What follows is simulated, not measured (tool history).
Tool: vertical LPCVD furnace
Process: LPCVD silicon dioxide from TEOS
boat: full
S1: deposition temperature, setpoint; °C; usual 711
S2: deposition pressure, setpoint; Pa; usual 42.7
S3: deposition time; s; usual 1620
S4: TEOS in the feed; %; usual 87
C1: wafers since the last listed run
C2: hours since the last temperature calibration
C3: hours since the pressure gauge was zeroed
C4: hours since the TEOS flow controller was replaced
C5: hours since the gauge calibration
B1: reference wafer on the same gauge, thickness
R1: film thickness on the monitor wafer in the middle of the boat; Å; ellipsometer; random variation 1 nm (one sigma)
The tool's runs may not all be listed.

run,hour,S1,S2,S3,S4,C1,C2,C3,C4,C5,B1,R1
1,0.0,711,42.7,1620,87,0,680.2,2367.1,3740.7,653.2,202.91,2554.0
2,32.2,711,42.7,1620,87,473,712.4,2399.3,3772.9,685.4,203.07,2562.9
3,65.8,718,42.7,1620,87,494,746.0,2432.9,3806.5,719.0,202.95,3031.5
4,234.1,718,42.7,1620,87,2475,914.3,2601.2,3974.8,887.3,203.13,3013.5
5,266.6,711,42.7,1620,87,478,946.8,2633.7,4007.3,919.8,203.13,2574.7
6,318.9,711,42.7,1620,87,769,999.1,2686.0,4059.6,972.1,202.96,2557.1
7,375.5,711,42.7,1620,87,832,1055.7,2742.6,4116.2,1028.7,203.07,2579.2
8,438.0,711,42.7,1620,87,919,1118.2,2805.1,4178.7,1091.2,202.84,2592.9
9,504.9,711,42.7,1620,87,983,1185.1,2872.0,4245.6,1158.1,202.94,2557.9
# hour 586.3: TEOS flow controller replaced
10,667.2,711,42.7,1620,87,2034,1347.4,3034.3,80.9,1320.4,202.96,2565.3
11,716.1,711,39.3,1620,87,719,1396.3,3083.2,129.8,1369.3,203.16,2473.9
12,742.9,711,39.3,1620,87,394,1423.1,3110.0,156.6,1396.1,202.95,2477.5
13,812.8,711,39.3,1620,87,1028,1493.0,3179.9,226.5,1466.0,203.03,2464.2
14,861.3,711,48.7,1620,87,713,1541.5,3228.4,275.0,1514.5,202.98,2764.9
15,916.5,711,48.7,1620,87,811,1596.7,3283.6,330.2,1569.7,202.92,2735.7
16,979.8,702,46.0,1860,81,931,1660.0,3346.9,393.5,1633.0,202.89,2403.5
# hour 1052.5: gauge calibrated
# hour 1054.7: pressure gauge zeroed
17,1055.2,720,42.7,1620,92,755,1735.4,0.5,468.9,2.7,202.90,3161.9
18,1093.6,720,32.7,1890,82,564,1773.8,38.9,507.3,41.1,203.09,3044.2
19,1132.2,711,50.0,1620,87,567,1812.4,77.5,545.9,79.7,202.82,2746.6
20,1180.9,706,42.7,1620,97,716,1861.1,126.2,594.6,128.4,203.10,2363.4
21,1229.8,719,32.0,2010,97,719,1910.0,175.1,643.5,177.3,203.00,3421.0
# hour 1286.4: thermocouples replaced and temperature profile calibrated
22,1290.5,711,42.7,1620,87,539,4.1,235.8,704.2,238.0,202.83,2514.3
23,1358.5,711,42.7,1860,87,1000,72.1,303.8,772.2,306.0,203.00,2897.8
24,1411.5,719,34.0,1620,87,779,125.1,356.8,825.2,359.0,202.99,2702.5
25,1467.0,711,37.3,1080,75,816,180.6,412.3,880.7,414.5,202.96,1474.2
26,1507.1,711,42.7,1830,80,589,220.7,452.4,920.8,454.6,202.93,2755.6
27,1573.6,711,42.7,1620,87,978,287.2,518.9,987.3,521.1,202.85,2545.7
28,1628.3,711,42.7,1620,92,804,341.9,573.6,1042.0,575.8,202.97,2625.4
29,1666.1,711,42.7,1620,87,555,379.7,611.4,1079.8,613.6,203.12,2518.0
30,1788.4,722,42.7,1620,87,1798,502.0,733.7,1202.1,735.9,203.04,3235.7
31,1845.4,711,42.7,1620,87,838,559.0,790.7,1259.1,792.9,203.16,2522.0
32,1900.1,711,34.7,1620,78,804,613.7,845.4,1313.8,847.6,203.03,2178.8

Measured less the same run without the tool's hidden state. The same run-to-run variation is in both; the gauge's scatter may not be:
The hidden state here: true tube temperature minus thermocouple reading, K; true pressure minus gauge reading, mTorr; deviation of the TEOS flow from its setpoint, %; gauge reads high (%).
run,R1
1,+51.6
2,+52.1
3,+61.8
4,+62.7
5,+53.7
6,+53.6
7,+54.4
8,+55.0
9,+54.5
10,+55.4
11,+58.0
12,+58.2
13,+58.1
14,+53.2
15,+52.8
16,+49.2
17,-12.0
18,-11.5
19,-4.7
20,-2.3
21,+0.1
22,+3.0
23,+7.0
24,+11.2
25,+7.1
26,+13.4
27,+14.9
28,+17.4
29,+18.0
30,+28.1
31,+23.5
32,+26.6
